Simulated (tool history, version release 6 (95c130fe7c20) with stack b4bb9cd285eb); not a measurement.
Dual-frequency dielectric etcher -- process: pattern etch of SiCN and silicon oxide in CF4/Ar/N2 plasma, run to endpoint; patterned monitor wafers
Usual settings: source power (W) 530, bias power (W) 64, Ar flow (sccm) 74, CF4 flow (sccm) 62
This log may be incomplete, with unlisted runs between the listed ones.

run	day	source power (W)	bias power (W)	Ar flow (sccm)	CF4 flow (sccm)	incoming incoming film thickness, nm	endpoint time (s)
1	0	630	64	83	62	14.67	12.3
# day 2.446: source power generator calibrated
2	4.008	630	64	83	62	14.66	12.3
3	5.9	530	64	74	62	14.64	14.2
4	8.933	530	64	74	57	14.79	14.6
5	10.604	530	64	74	75	14.69	14
# day 12.346: bias power generator calibrated
6	14.038	530	64	74	62	14.7	14.5
# day 16.054: wet clean of the chamber
# day 16.217: CF4 flow controller replaced
7	16.238	530	64	74	62	14.77	14.1
8	18.479	570	64	87	62	14.71	13.7
9	20.917	530	64	74	55	14.74	14.3
10	24.625	650	72	56	74	14.67	10.3
11	27.125	490	64	74	62	14.68	15.3
12	28.854	530	64	74	62	14.69	14.3
13	33.183	530	71	60	54	14.58	13.5
14	36.138	530	64	74	62	14.7	14.4
# day 38.375: wet clean of the chamber
15	38.933	530	48	74	77	14.72	14.1
16	40.812	640	64	60	62	14.76	11.2
17	44.579	530	70	74	62	14.76	14
18	46.762	530	64	83	62	14.74	14.5
19	49.112	530	64	74	62	14.8	14.2
20	53.042	530	78	90	62	14.69	14.4
21	57.533	530	55	62	62	14.79	14.2
22	59.946	530	57	74	62	14.91	14.8
23	64.304	530	64	79	76	14.6	14.1
# day 67.904: wet clean of the chamber
24	67.925	530	64	80	62	14.66	14.2
25	70.208	530	64	69	62	14.62	13.6

The tool's hidden state at each run:
source power that arrives over what is set, %: 0, the same for each run
bias power that arrives over what is set, %: 0, the same for each run
Ar flow that arrives over what is set, %: 0, the same for each run
CF4 flow that arrives over what is set, %: 0, the same for each run
H1: etch rate over this chamber's usual, %
run	H1
1	-1.31
2	-1.81
3	-2.04
4	-2.42
5	-2.63
6	-3.05
7	-0.199
8	-0.478
9	-0.782
10	-1.24
11	-1.55
12	-1.77
13	-2.31
14	-2.68
15	0.0722
16	-0.162
17	-0.63
18	-0.902
19	-1.19
20	-1.68
21	-2.24
22	-2.54
23	-3.08
24	0.147
25	-0.137
